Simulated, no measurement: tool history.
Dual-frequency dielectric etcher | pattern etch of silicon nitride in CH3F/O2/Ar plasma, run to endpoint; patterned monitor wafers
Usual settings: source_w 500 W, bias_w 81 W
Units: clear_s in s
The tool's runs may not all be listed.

run,day,source_w,bias_w,wafers since the last listed run,hours since the last wet clean,hours since the last source power generator calibration,hours since the last bias power generator calibration,hours since the last upper electrode change,"incoming incoming film thickness, nm",clear_s
1,0.000,460,90,0,440.6,2429.9,4098.0,4757.1,39.34,55.6
2,0.562,460,90,98,454.1,2443.4,4111.5,4770.6,38.54,54.7
3,0.992,500,81,75,464.4,2453.7,4121.8,4780.9,39.09,54.6
4,1.671,580,81,118,480.7,2470.0,4138.1,4797.2,39.02,50.9
5,2.400,580,81,127,498.2,2487.5,4155.6,4814.7,39.11,51.8
6,2.838,580,81,76,508.7,2498.0,4166.1,4825.2,38.78,50.9
7,3.367,500,81,92,521.4,2510.7,4178.8,4837.9,39.00,54.3
8,3.929,500,81,98,534.9,2524.2,4192.3,4851.4,38.64,53.9
9,4.629,500,81,122,551.7,2541.0,4209.1,4868.2,38.84,54.7
10,5.325,500,81,121,568.4,2557.7,4225.8,4884.9,39.03,55.2
# day 6.567: wet clean of the chamber
11,6.588,500,81,45,0.5,2588.0,4256.1,4915.2,39.06,49.8
# day 7.346: bias power generator calibrated
12,7.733,500,81,171,28.0,2615.5,9.3,4942.7,38.82,49.8
13,8.125,500,81,68,37.4,2624.9,18.7,4952.1,39.25,49.9
14,8.771,500,81,113,52.9,2640.4,34.2,4967.6,38.87,49.9
15,9.092,500,94,56,60.6,2648.1,41.9,4975.3,38.84,47.9
# day 10.112: wet clean of the chamber, repeated, since the last time left the tool worse
16,10.133,610,81,7,0.5,2673.1,66.9,5000.3,39.21,48.9
17,10.150,500,81,2,0.9,2673.5,67.3,5000.7,38.78,52.5
18,10.446,410,89,51,8.0,2680.6,74.4,5007.8,39.03,56.7
# day 11.567: upper electrode replaced
19,11.588,410,73,24,35.4,2708.0,101.8,0.5,38.79,58.6
20,11.600,500,67,2,35.7,2708.3,102.1,0.8,38.90,55.3
21,11.617,530,96,2,36.1,2708.7,102.5,1.2,39.04,49.7
22,12.054,500,81,76,46.6,2719.2,113.0,11.7,38.58,52.5
# day 12.471: source power generator calibrated
23,12.538,560,68,55,58.2,1.6,124.6,23.3,38.61,52.4
24,13.258,580,81,126,75.5,18.9,141.9,40.6,38.97,50.5
25,13.708,400,62,78,86.3,29.7,152.7,51.4,39.41,62.3
26,15.025,410,73,230,117.9,61.3,184.3,83.0,39.14,59.7
27,15.417,500,81,68,127.3,70.7,193.7,92.4,38.68,52.2
28,15.692,430,81,48,133.9,77.3,200.3,99.0,38.89,56.9

Run 29 comes next. What will it give?
29,16.333,380,87,112,149.3,92.7,215.7,114.4,39.15,?

clear_s: 58.7 s
Without the tool's hidden state the same run would have given clear_s 58.0 s.

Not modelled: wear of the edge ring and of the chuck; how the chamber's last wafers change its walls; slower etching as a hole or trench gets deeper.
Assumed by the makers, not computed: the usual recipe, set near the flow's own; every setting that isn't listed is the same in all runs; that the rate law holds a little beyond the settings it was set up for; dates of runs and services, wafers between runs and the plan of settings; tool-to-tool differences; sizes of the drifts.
